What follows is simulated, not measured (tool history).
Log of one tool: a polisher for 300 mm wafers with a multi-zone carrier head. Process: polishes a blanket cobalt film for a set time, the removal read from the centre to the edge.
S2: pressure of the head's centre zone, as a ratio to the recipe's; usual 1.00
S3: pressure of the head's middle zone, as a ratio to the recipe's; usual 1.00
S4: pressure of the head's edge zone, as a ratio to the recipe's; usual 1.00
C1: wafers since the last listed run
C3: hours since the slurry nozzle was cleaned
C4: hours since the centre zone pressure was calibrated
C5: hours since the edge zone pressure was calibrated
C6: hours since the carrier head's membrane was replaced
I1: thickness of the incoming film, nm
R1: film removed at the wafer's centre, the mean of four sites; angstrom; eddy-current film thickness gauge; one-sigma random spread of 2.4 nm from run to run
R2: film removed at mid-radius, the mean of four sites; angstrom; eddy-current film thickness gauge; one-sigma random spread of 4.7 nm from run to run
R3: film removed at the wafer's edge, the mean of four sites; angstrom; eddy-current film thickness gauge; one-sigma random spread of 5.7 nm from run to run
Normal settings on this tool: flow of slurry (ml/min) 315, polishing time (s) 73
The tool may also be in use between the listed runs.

Run 1, hour 0.0: usual settings; C1 0; wafers polished on this pad 2660; C3 254.0; C4 282.6; C5 587.8; C6 591.4; I1 1566.4. Result: R1 3846 angstrom, R2 3759 angstrom, R3 3932 angstrom.
Run 2, hour 45.8: usual settings but S4 0.94; C1 614; wafers polished on this pad 3275; C3 299.8; C4 328.4; C5 633.6; C6 637.2; I1 1552.2. Result: R1 3823 angstrom, R2 3735 angstrom, R3 3749 angstrom.
Run 3, hour 150.7: usual settings but S2 0.91; C1 1407; wafers polished on this pad 4683; C3 404.7; C4 433.3; C5 738.5; C6 742.1; I1 1536.2. Result: R1 3512 angstrom, R2 3734 angstrom, R3 3760 angstrom.
At hour 186.1: centre zone pressure recalibrated.
Run 4, hour 205.2: usual settings but S2 0.90, polishing time (s) 51; C1 704; wafers polished on this pad 5387; C3 459.2; C4 19.1; C5 793.0; C6 796.6; I1 1539.7. Result: R1 2461 angstrom, R2 2632 angstrom, R3 2591 angstrom.
At hour 233.2: slurry nozzle cleaned.
Run 5, hour 266.1: usual settings but S3 1.06; C1 803; wafers polished on this pad 6191; C3 32.9; C4 80.0; C5 853.9; C6 857.5; I1 1527.8. Result: R1 3794 angstrom, R2 3912 angstrom, R3 3720 angstrom.
At hour 294.5: worn pad replaced by a new one.
Run 6, hour 351.1: usual settings but S4 0.92, polishing time (s) 57; C1 1087; wafers polished on this pad 759; C3 117.9; C4 165.0; C5 938.9; C6 942.5; I1 1523.7. Result: R1 3039 angstrom, R2 2955 angstrom, R3 2973 angstrom.
Run 7, hour 449.7: usual settings; C1 1323; wafers polished on this pad 2082; C3 216.5; C4 263.6; C5 1037.5; C6 1041.1; I1 1532.0. Result: R1 3879 angstrom, R2 3792 angstrom, R3 3782 angstrom.
Run 8, hour 540.3: usual settings but S3 0.90, S4 1.06; C1 1215; wafers polished on this pad 3298; C3 307.1; C4 354.2; C5 1128.1; C6 1131.7; I1 1543.2. Result: R1 3878 angstrom, R2 3624 angstrom, R3 3905 angstrom.
Run 9, hour 599.9: usual settings but flow of slurry (ml/min) 375, polishing time (s) 65; C1 799; wafers polished on this pad 4098; C3 366.7; C4 413.8; C5 1187.7; C6 1191.3; I1 1526.4. Result: R1 3478 angstrom, R2 3439 angstrom, R3 3419 angstrom.
At hour 650.0: edge zone pressure recalibrated.
Run 10, hour 650.5: usual settings but flow of slurry (ml/min) 390, S3 0.93, polishing time (s) 87; C1 652; wafers polished on this pad 4750; C3 417.3; C4 464.4; C5 0.5; C6 1241.9; I1 1524.0. Result: R1 4614 angstrom, R2 4354 angstrom, R3 4538 angstrom.
At hour 660.5: carrier head's membrane replaced by a new one.
Run 11, hour 702.0: usual settings; C1 624; wafers polished on this pad 5374; C3 468.8; C4 515.9; C5 52.0; C6 41.5; I1 1524.2. Result: R1 3787 angstrom, R2 3648 angstrom, R3 3726 angstrom.
At hour 734.9: centre zone pressure recalibrated.
At hour 761.0: worn pad replaced by a new one.
Run 12, hour 764.1: usual settings; C1 752; wafers polished on this pad 41; C3 530.9; C4 29.2; C5 114.1; C6 103.6; I1 1530.6. Result: R1 3897 angstrom, R2 3889 angstrom, R3 3790 angstrom.
At hour 783.4: slurry nozzle cleaned.
Run 13, hour 824.2: usual settings but S2 1.09, S3 1.05, polishing time (s) 60; C1 793; wafers polished on this pad 834; C3 40.8; C4 89.3; C5 174.2; C6 163.7; I1 1552.6. Result: R1 3447 angstrom, R2 3223 angstrom, R3 3233 angstrom.
Run 14, hour 875.7: usual settings; C1 691; wafers polished on this pad 1526; C3 92.3; C4 140.8; C5 225.7; C6 215.2; I1 1551.5. Result: R1 3864 angstrom, R2 3826 angstrom, R3 3863 angstrom.
Run 15, hour 983.7: usual settings but S4 1.05; C1 1449; wafers polished on this pad 2975; C3 200.3; C4 248.8; C5 333.7; C6 323.2; I1 1514.7. Result: R1 3849 angstrom, R2 3777 angstrom, R3 3833 angstrom.
Run 16, hour 1028.7: usual settings but flow of slurry (ml/min) 250, S3 1.12; C1 603; wafers polished on this pad 3579; C3 245.3; C4 293.8; C5 378.7; C6 368.2; I1 1566.6. Result: R1 3706 angstrom, R2 3957 angstrom, R3 3777 angstrom.
Run 17, hour 1100.5: usual settings; C1 963; wafers polished on this pad 4542; C3 317.1; C4 365.6; C5 450.5; C6 440.0; I1 1535.4. Result: R1 3829 angstrom, R2 3790 angstrom, R3 3686 angstrom.
Run 18, hour 1152.5: usual settings but S2 1.03, S3 1.11, S4 0.93; C1 697; wafers polished on this pad 5240; C3 369.1; C4 417.6; C5 502.5; C6 492.0; I1 1540.5. Result: R1 3884 angstrom, R2 3918 angstrom, R3 3615 angstrom.
Run 19, hour 1198.7: usual settings but S4 1.10, polishing time (s) 98; C1 620; wafers polished on this pad 5860; C3 415.3; C4 463.8; C5 548.7; C6 538.2; I1 1539.4. Result: R1 5037 angstrom, R2 5056 angstrom, R3 5199 angstrom.
Run 20, hour 1236.2: usual settings but flow of slurry (ml/min) 345, S2 0.94, S3 1.05, polishing time (s) 58; C1 503; wafers polished on this pad 6364; C3 452.8; C4 501.3; C5 586.2; C6 575.7; I1 1525.9. Result: R1 2878 angstrom, R2 3111 angstrom, R3 2920 angstrom.
At hour 1302.2: worn pad replaced by a new one.
Run 21, hour 1314.3: usual settings but S2 1.12; C1 994; wafers polished on this pad 162; C3 530.9; C4 579.4; C5 664.3; C6 653.8; I1 1556.4. Result: R1 4320 angstrom, R2 3824 angstrom, R3 3919 angstrom.
At hour 1325.7: centre zone pressure recalibrated.
At hour 1328.8: slurry nozzle cleaned.
Run 22, hour 1411.9: usual settings; C1 1269; wafers polished on this pad 1432; C3 83.1; C4 86.2; C5 761.9; C6 751.4; I1 1538.6. Result: R1 3932 angstrom, R2 3911 angstrom, R3 3872 angstrom.

Consider 4 possible next runs. They are alternatives, not a sequence: every one starts from the tool as it was left by run 22. What does each give?
Run A, hour 1412.3: usual settings; C1 5; wafers polished on this pad 1437; C3 83.5; C4 86.6; C5 762.3; C6 751.8; I1 1516.2. Result: R1 ?, R2 ?, R3 ?.
Run B, hour 1412.3: usual settings but flow of slurry (ml/min) 410, S4 1.04, polishing time (s) 98; C1 5; wafers polished on this pad 1437; C3 83.5; C4 86.6; C5 762.3; C6 751.8; I1 1516.2. Result: R1 ?, R2 ?, R3 ?.
Run C, hour 1412.3: usual settings but S4 1.09; C1 5; wafers polished on this pad 1437; C3 83.5; C4 86.6; C5 762.3; C6 751.8; I1 1516.2. Result: R1 ?, R2 ?, R3 ?.
Run D, hour 1412.3: usual settings but S4 0.96; C1 5; wafers polished on this pad 1437; C3 83.5; C4 86.6; C5 762.3; C6 751.8; I1 1516.2. Result: R1 ?, R2 ?, R3 ?.

run    R1    R2    R3
  A  3870  3826  3696
  B  5317  5245  5097
  C  3870  3826  3787
  D  3870  3826  3655
Without the tool's hidden state the same runs would have given:
run    R1    R2    R3
  A  3910  3865  3734
  B  5372  5299  5150
  C  3910  3865  3826
  D  3910  3866  3693

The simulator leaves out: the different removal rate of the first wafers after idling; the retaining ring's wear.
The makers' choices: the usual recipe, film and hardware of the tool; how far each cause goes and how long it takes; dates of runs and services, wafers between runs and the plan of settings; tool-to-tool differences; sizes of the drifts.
